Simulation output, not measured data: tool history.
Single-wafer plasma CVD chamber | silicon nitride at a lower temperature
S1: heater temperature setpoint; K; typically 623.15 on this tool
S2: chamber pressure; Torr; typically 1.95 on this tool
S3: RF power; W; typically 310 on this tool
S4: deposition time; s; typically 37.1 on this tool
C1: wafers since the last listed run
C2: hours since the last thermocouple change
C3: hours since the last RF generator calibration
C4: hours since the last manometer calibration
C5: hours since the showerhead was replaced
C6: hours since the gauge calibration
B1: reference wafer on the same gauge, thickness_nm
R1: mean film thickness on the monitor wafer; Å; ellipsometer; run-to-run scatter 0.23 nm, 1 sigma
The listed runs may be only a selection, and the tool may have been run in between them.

Run 1, hour 0.0: usual settings; C1 0; C2 3228.0; C3 1545.3; C4 839.1; C5 0.5; C6 540.3; B1 47.451. Result: R1 437.27 Å.
Run 2, hour 24.0: usual settings; C1 420; C2 3252.0; C3 1569.3; C4 863.1; C5 24.5; C6 564.3; B1 47.256. Result: R1 439.41 Å.
At hour 32.2: thermocouple changed; heater temperature recalibrated.
Run 3, hour 62.2: usual settings; C1 529; C2 30.0; C3 1607.5; C4 901.3; C5 62.7; C6 602.5; B1 47.350. Result: R1 434.26 Å.
Run 4, hour 185.1: usual settings but S2 1.64 Torr; C1 2155; C2 152.9; C3 1730.4; C4 1024.2; C5 185.6; C6 725.4; B1 47.505. Result: R1 425.20 Å.
Run 5, hour 229.1: usual settings but S2 1.55 Torr; C1 771; C2 196.9; C3 1774.4; C4 1068.2; C5 229.6; C6 769.4; B1 47.350. Result: R1 416.60 Å.
At hour 265.9: capacitance manometer re-zeroed and calibrated.
Run 6, hour 300.9: usual settings but S1 610.15 K, S2 1.53 Torr, S3 345 W, S4 39.0 s; C1 1118; C2 268.7; C3 1846.2; C4 35.0; C5 301.4; C6 841.2; B1 47.331. Result: R1 478.10 Å.
Run 7, hour 336.4: usual settings but S1 627.15 K, S4 41.9 s; C1 622; C2 304.2; C3 1881.7; C4 70.5; C5 336.9; C6 876.7; B1 47.460. Result: R1 491.87 Å.
Run 8, hour 367.4: usual settings; C1 543; C2 335.2; C3 1912.7; C4 101.5; C5 367.9; C6 907.7; B1 47.412. Result: R1 433.35 Å.
Run 9, hour 400.2: usual settings; C1 575; C2 368.0; C3 1945.5; C4 134.3; C5 400.7; C6 940.5; B1 47.396. Result: R1 434.11 Å.
Run 10, hour 542.9: usual settings; C1 2502; C2 510.7; C3 2088.2; C4 277.0; C5 543.4; C6 1083.2; B1 47.405. Result: R1 433.40 Å.
Run 11, hour 572.1: usual settings but S1 616.15 K, S2 2.08 Torr, S3 350 W, S4 43.0 s; C1 512; C2 539.9; C3 2117.4; C4 306.2; C5 572.6; C6 1112.4; B1 47.380. Result: R1 553.32 Å.
Run 12, hour 614.9: usual settings but S3 280 W, S4 34.9 s; C1 750; C2 582.7; C3 2160.2; C4 349.0; C5 615.4; C6 1155.2; B1 47.428. Result: R1 381.97 Å.
Run 13, hour 685.9: usual settings; C1 1245; C2 653.7; C3 2231.2; C4 420.0; C5 686.4; C6 1226.2; B1 47.419. Result: R1 433.20 Å.
Run 14, hour 714.3: usual settings but S1 619.15 K; C1 498; C2 682.1; C3 2259.6; C4 448.4; C5 714.8; C6 1254.6; B1 47.423. Result: R1 436.03 Å.
Run 15, hour 744.2: usual settings but S1 629.15 K; C1 524; C2 712.0; C3 2289.5; C4 478.3; C5 744.7; C6 1284.5; B1 47.289. Result: R1 433.16 Å.
At hour 779.0: RF generator calibrated.
Run 16, hour 812.7: usual settings but S2 1.57 Torr; C1 1061; C2 780.5; C3 33.7; C4 546.8; C5 813.2; C6 1353.0; B1 47.459. Result: R1 443.53 Å.
Run 17, hour 858.8: usual settings but S3 330 W, S4 40.3 s; C1 808; C2 826.6; C3 79.8; C4 592.9; C5 859.3; C6 1399.1; B1 47.451. Result: R1 520.61 Å.
Run 18, hour 915.3: usual settings but S1 610.15 K; C1 990; C2 883.1; C3 136.3; C4 649.4; C5 915.8; C6 1455.6; B1 47.347. Result: R1 461.33 Å.
At hour 943.9: gauge calibrated.
Run 19, hour 1037.4: usual settings but S1 637.15 K, S3 260 W; C1 2141; C2 1005.2; C3 258.4; C4 771.5; C5 1037.9; C6 93.5; B1 47.324. Result: R1 402.71 Å.
Run 20, hour 1094.1: usual settings but S2 2.35 Torr, S3 340 W; C1 994; C2 1061.9; C3 315.1; C4 828.2; C5 1094.6; C6 150.2; B1 47.357. Result: R1 496.50 Å.
Run 21, hour 1148.9: usual settings but S1 608.15 K, S2 2.27 Torr; C1 961; C2 1116.7; C3 369.9; C4 883.0; C5 1149.4; C6 205.0; B1 47.363. Result: R1 468.50 Å.
Run 22, hour 1207.2: usual settings but S1 632.15 K, S2 1.80 Torr, S4 40.7 s; C1 1022; C2 1175.0; C3 428.2; C4 941.3; C5 1207.7; C6 263.3; B1 47.466. Result: R1 485.32 Å.
Run 23, hour 1257.3: usual settings but S1 634.15 K, S2 2.09 Torr; C1 878; C2 1225.1; C3 478.3; C4 991.4; C5 1257.8; C6 313.4; B1 47.249. Result: R1 451.49 Å.
Run 24, hour 1315.1: usual settings but S1 609.15 K, S2 1.69 Torr, S3 355 W, S4 31.9 s; C1 1013; C2 1282.9; C3 536.1; C4 1049.2; C5 1315.6; C6 371.2; B1 47.349. Result: R1 414.66 Å.
At hour 1366.8: capacitance manometer re-zeroed and calibrated.
Run 25, hour 1437.7: usual settings but S1 616.15 K, S2 1.58 Torr, S3 265 W; C1 2009; C2 1405.5; C3 658.7; C4 70.9; C5 1438.2; C6 493.8; B1 47.332. Result: R1 390.94 Å.
Run 26, hour 1479.1: usual settings but S1 635.15 K, S3 270 W, S4 39.3 s; C1 726; C2 1446.9; C3 700.1; C4 112.3; C5 1479.6; C6 535.2; B1 47.398. Result: R1 429.06 Å.
Run 27, hour 1528.7: usual settings but S1 610.15 K, S2 2.29 Torr, S4 41.6 s; C1 869; C2 1496.5; C3 749.7; C4 161.9; C5 1529.2; C6 584.8; B1 47.349. Result: R1 517.38 Å.
Run 28, hour 1573.6: usual settings; C1 787; C2 1541.4; C3 794.6; C4 206.8; C5 1574.1; C6 629.7; B1 47.447. Result: R1 446.08 Å.
Run 29, hour 1605.4: usual settings but S1 635.15 K, S3 285 W, S4 34.3 s; C1 557; C2 1573.2; C3 826.4; C4 238.6; C5 1605.9; C6 661.5; B1 47.504. Result: R1 391.52 Å.

Below, each run's measurement less what the same run would have read without the hidden state. Both values contain the same run-to-run variation, but the gauge's scatter may not be the same in both:
The tool's hidden condition here consists of: wafer temperature above the value expected at the setpoint (K); delivered RF power above the setpoint (%); true pressure above the setpoint (%); gauge reads high (%).
run      R1
  1  -26.11
  2  -26.36
  3  -26.22
  4  -26.17
  5  -25.81
  6  -28.80
  7  -30.88
  8  -27.30
  9  -27.43
 10  -27.77
 11  -34.05
 12  -25.50
 13  -28.07
 14  -28.30
 15  -28.17
 16   -1.20
 17   -3.03
 18   -4.34
 19   -7.03
 20   -9.22
 21  -10.29
 22  -11.96
 23  -12.10
 24  -11.54
 25  -13.88
 26  -15.84
 27  -18.89
 28  -16.87
 29  -15.51

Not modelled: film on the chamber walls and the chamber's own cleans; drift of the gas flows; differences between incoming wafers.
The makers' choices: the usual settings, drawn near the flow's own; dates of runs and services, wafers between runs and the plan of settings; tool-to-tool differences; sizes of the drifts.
